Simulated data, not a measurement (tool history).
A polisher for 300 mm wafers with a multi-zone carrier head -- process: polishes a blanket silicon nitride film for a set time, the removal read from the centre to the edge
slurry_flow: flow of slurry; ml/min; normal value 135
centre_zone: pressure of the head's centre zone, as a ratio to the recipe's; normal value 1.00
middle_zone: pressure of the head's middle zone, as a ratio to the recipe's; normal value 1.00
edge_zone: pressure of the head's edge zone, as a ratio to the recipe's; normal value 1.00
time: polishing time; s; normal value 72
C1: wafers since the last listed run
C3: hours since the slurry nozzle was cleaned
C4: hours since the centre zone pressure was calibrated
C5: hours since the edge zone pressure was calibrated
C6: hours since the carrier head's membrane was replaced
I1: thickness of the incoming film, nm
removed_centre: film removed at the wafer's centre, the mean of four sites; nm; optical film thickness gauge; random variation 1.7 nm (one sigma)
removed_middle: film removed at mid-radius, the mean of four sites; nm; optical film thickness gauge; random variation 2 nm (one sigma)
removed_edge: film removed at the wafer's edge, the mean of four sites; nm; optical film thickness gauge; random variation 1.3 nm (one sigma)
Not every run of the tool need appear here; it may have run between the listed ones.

Run 1, hour 0.0: usual settings; C1 0; wafers polished on this pad 63; C3 0.9; C4 512.9; C5 914.0; C6 776.1; I1 705.8. Result: removed_centre 140.8 nm, removed_middle 141.3 nm, removed_edge 141.8 nm.
Run 2, hour 71.5: usual settings but middle_zone 0.93, edge_zone 0.94; C1 895; wafers polished on this pad 959; C3 72.4; C4 584.4; C5 985.5; C6 847.6; I1 714.2. Result: removed_centre 135.7 nm, removed_middle 129.2 nm, removed_edge 134.5 nm.
Run 3, hour 107.9: usual settings; C1 456; wafers polished on this pad 1415; C3 108.8; C4 620.8; C5 1021.9; C6 884.0; I1 707.1. Result: removed_centre 136.1 nm, removed_middle 135.7 nm, removed_edge 137.0 nm.
Run 4, hour 164.4: usual settings; C1 707; wafers polished on this pad 2123; C3 165.3; C4 677.3; C5 1078.4; C6 940.5; I1 710.7. Result: removed_centre 135.2 nm, removed_middle 134.0 nm, removed_edge 135.5 nm.
Run 5, hour 193.7: usual settings; C1 367; wafers polished on this pad 2490; C3 194.6; C4 706.6; C5 1107.7; C6 969.8; I1 711.3. Result: removed_centre 137.8 nm, removed_middle 134.0 nm, removed_edge 135.9 nm.
At hour 235.1: edge zone pressure recalibrated.
Run 6, hour 264.4: usual settings; C1 860; wafers polished on this pad 3351; C3 265.3; C4 777.3; C5 29.3; C6 1040.5; I1 702.3. Result: removed_centre 135.5 nm, removed_middle 133.8 nm, removed_edge 133.4 nm.
At hour 332.5: worn pad replaced by a new one.
At hour 423.8: centre zone pressure recalibrated.
At hour 444.1: carrier head's membrane replaced by a new one.
Run 7, hour 479.9: usual settings but edge_zone 1.05, time 64 s; C1 2562; wafers polished on this pad 1758; C3 480.8; C4 56.1; C5 244.8; C6 35.8; I1 698.4. Result: removed_centre 122.3 nm, removed_middle 121.9 nm, removed_edge 126.5 nm.
Run 8, hour 523.7: usual settings; C1 548; wafers polished on this pad 2307; C3 524.6; C4 99.9; C5 288.6; C6 79.6; I1 720.4. Result: removed_centre 138.7 nm, removed_middle 135.2 nm, removed_edge 138.2 nm.
At hour 555.8: slurry nozzle cleaned.
Run 9, hour 578.4: usual settings but slurry_flow 175 ml/min, centre_zone 1.09, middle_zone 1.04; C1 672; wafers polished on this pad 2980; C3 22.6; C4 154.6; C5 343.3; C6 134.3; I1 702.9. Result: removed_centre 154.4 nm, removed_middle 146.7 nm, removed_edge 139.9 nm.
Run 10, hour 640.3: usual settings but centre_zone 0.92, middle_zone 0.95, time 81 s; C1 775; wafers polished on this pad 3755; C3 84.5; C4 216.5; C5 405.2; C6 196.2; I1 718.8. Result: removed_centre 138.0 nm, removed_middle 144.7 nm, removed_edge 149.8 nm.
At hour 655.6: worn pad replaced by a new one.
Run 11, hour 773.9: usual settings; C1 1623; wafers polished on this pad 1482; C3 218.1; C4 350.1; C5 538.8; C6 329.8; I1 709.8. Result: removed_centre 140.7 nm, removed_middle 143.5 nm, removed_edge 140.0 nm.
Run 12, hour 844.8: usual settings but time 52 s; C1 888; wafers polished on this pad 2371; C3 289.0; C4 421.0; C5 609.7; C6 400.7; I1 712.0. Result: removed_centre 97.6 nm, removed_middle 95.8 nm, removed_edge 98.9 nm.
Run 13, hour 893.2: usual settings but centre_zone 1.04; C1 606; wafers polished on this pad 2977; C3 337.4; C4 469.4; C5 658.1; C6 449.1; I1 704.7. Result: removed_centre 142.4 nm, removed_middle 132.4 nm, removed_edge 137.9 nm.
Run 14, hour 943.4: usual settings but edge_zone 1.10; C1 628; wafers polished on this pad 3606; C3 387.6; C4 519.6; C5 708.3; C6 499.3; I1 701.7. Result: removed_centre 135.5 nm, removed_middle 131.2 nm, removed_edge 140.1 nm.
At hour 984.2: worn pad replaced by a new one.
Run 15, hour 999.0: usual settings but centre_zone 1.10, middle_zone 1.12, time 87 s; C1 646; wafers polished on this pad 185; C3 443.2; C4 575.2; C5 763.9; C6 554.9; I1 707.7. Result: removed_centre 184.6 nm, removed_middle 188.4 nm, removed_edge 173.9 nm.
Run 16, hour 1051.1: usual settings but slurry_flow 95 ml/min, middle_zone 0.92; C1 652; wafers polished on this pad 837; C3 495.3; C4 627.3; C5 816.0; C6 607.0; I1 696.2. Result: removed_centre 121.7 nm, removed_middle 113.9 nm, removed_edge 131.7 nm.
Run 17, hour 1107.0: usual settings but middle_zone 1.07, edge_zone 0.93, time 56 s; C1 700; wafers polished on this pad 1538; C3 551.2; C4 683.2; C5 871.9; C6 662.9; I1 714.9. Result: removed_centre 106.9 nm, removed_middle 115.4 nm, removed_edge 104.6 nm.
At hour 1168.8: centre zone pressure recalibrated.
Run 18, hour 1175.3: usual settings but time 86 s; C1 830; wafers polished on this pad 2369; C3 619.5; C4 6.5; C5 940.2; C6 731.2; I1 708.6. Result: removed_centre 163.1 nm, removed_middle 166.0 nm, removed_edge 163.0 nm.
Run 19, hour 1206.3: usual settings but centre_zone 1.08, edge_zone 1.04; C1 388; wafers polished on this pad 2757; C3 650.5; C4 37.5; C5 971.2; C6 762.2; I1 700.9. Result: removed_centre 148.8 nm, removed_middle 135.5 nm, removed_edge 140.2 nm.
At hour 1219.4: slurry nozzle cleaned.
Run 20, hour 1233.1: usual settings; C1 323; wafers polished on this pad 3080; C3 13.7; C4 64.3; C5 998.0; C6 789.0; I1 708.7. Result: removed_centre 133.0 nm, removed_middle 137.0 nm, removed_edge 136.3 nm.
Run 21, hour 1289.7: usual settings but centre_zone 1.08, edge_zone 0.91; C1 709; wafers polished on this pad 3789; C3 70.3; C4 120.9; C5 1054.6; C6 845.6; I1 719.6. Result: removed_centre 145.2 nm, removed_middle 132.6 nm, removed_edge 127.4 nm.

Here are 5 independent what-if runs from the current tool condition. What would each one return?
Run A, hour 1290.2: usual settings; C1 6; wafers polished on this pad 3796; C3 70.8; C4 121.4; C5 1055.1; C6 846.1; I1 706.9. Result: removed_centre ?, removed_middle ?, removed_edge ?.
Run B, hour 1290.2: usual settings but centre_zone 0.92; C1 6; wafers polished on this pad 3796; C3 70.8; C4 121.4; C5 1055.1; C6 846.1; I1 706.9. Result: removed_centre ?, removed_middle ?, removed_edge ?.
Run C, hour 1290.2: usual settings but slurry_flow 150 ml/min, centre_zone 0.95, middle_zone 0.90, edge_zone 1.09; C1 6; wafers polished on this pad 3796; C3 70.8; C4 121.4; C5 1055.1; C6 846.1; I1 706.9. Result: removed_centre ?, removed_middle ?, removed_edge ?.
Run D, hour 1290.2: usual settings but middle_zone 0.88; C1 6; wafers polished on this pad 3796; C3 70.8; C4 121.4; C5 1055.1; C6 846.1; I1 706.9. Result: removed_centre ?, removed_middle ?, removed_edge ?.
Run E, hour 1290.2: usual settings but middle_zone 0.97, edge_zone 0.95; C1 6; wafers polished on this pad 3796; C3 70.8; C4 121.4; C5 1055.1; C6 846.1; I1 706.9. Result: removed_centre ?, removed_middle ?, removed_edge ?.

run  removed_centre  removed_middle  removed_edge
  A           135.8           130.5         133.8
  B           124.8           130.5         133.8
  C           132.2           122.3         142.1
  D           135.6           117.3         134.0
  E           135.7           127.2         130.6
Without the tool's hidden state the same runs would have given:
run  removed_centre  removed_middle  removed_edge
  A           145.4           139.8         143.3
  B           133.7           139.8         143.3
  C           141.6           131.0         152.2
  D           145.3           125.6         143.6
  E           145.4           136.2         139.9
